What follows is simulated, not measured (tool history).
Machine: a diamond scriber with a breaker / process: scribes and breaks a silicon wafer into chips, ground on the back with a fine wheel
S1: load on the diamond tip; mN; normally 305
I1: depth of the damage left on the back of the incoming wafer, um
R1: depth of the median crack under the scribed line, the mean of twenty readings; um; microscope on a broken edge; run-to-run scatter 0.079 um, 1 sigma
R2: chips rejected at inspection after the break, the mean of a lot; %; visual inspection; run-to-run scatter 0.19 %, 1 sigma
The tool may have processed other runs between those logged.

run,day,S1,I1,R1,R2
1,0,364,2.22,8.82,3.09
2,0.742,305,2.1,8.01,3.84
3,1.383,324,2.79,8.17,4.46
4,1.971,324,2.62,8.25,4.38
5,2.5,324,1.69,8.17,2.24
6,2.912,375,2.56,8.74,4.01
7,3.4,375,2.36,8.84,3
8,4.004,375,2.25,8.82,2.76
9,4.388,305,2.44,7.96,4.7
10,4.829,305,2.62,7.84,5.21
11,5.479,305,1.68,7.79,3
12,7.258,305,2.75,7.77,7.72
# day 7.846: diamond tip replaced by a new one
13,7.867,305,1.5,8.01,1.98
14,8.446,305,2.2,8.12,3.54
15,8.833,305,1.55,8.05,2.22
16,9.092,268,1.8,7.64,4.64
17,9.508,255,2.71,7.46,9.32
18,10.2,255,2.87,7.38,10.77
19,10.933,305,2.67,7.92,5.44
20,11.262,218,2.1,6.88,11.08
21,13.317,244,2.62,7.21,10.47
22,14.017,254,2.85,7.32,11.3
23,14.508,220,1.93,6.8,12.35
24,14.992,213,2.9,6.58,19.44
25,16.742,392,2.26,8.91,2.77
# day 16.921: load on the tip recalibrated
26,17.046,388,1.93,9.43,4.43
27,17.671,252,2.61,7.76,6.23
28,18.075,221,2.46,7.23,9.18
29,18.762,305,1.87,8.36,2.13
30,20.779,364,1.68,9.15,2.65
31,21.275,305,2.81,8.39,3.89
32,21.567,275,2.13,7.95,3.7
33,21.992,354,1.66,9.08,2.14
34,22.512,305,1.79,8.22,2.12
35,23.088,249,2.05,7.58,5.12
36,23.483,305,2.94,8.43,4.42

Forecast run 37:
37,23.946,220,2.14,?,?

R1: 7.22 um
R2: 9.35 %
Minus the tool's unlogged condition, the same run would have read R1 7.36 um, R2 8.01 %.

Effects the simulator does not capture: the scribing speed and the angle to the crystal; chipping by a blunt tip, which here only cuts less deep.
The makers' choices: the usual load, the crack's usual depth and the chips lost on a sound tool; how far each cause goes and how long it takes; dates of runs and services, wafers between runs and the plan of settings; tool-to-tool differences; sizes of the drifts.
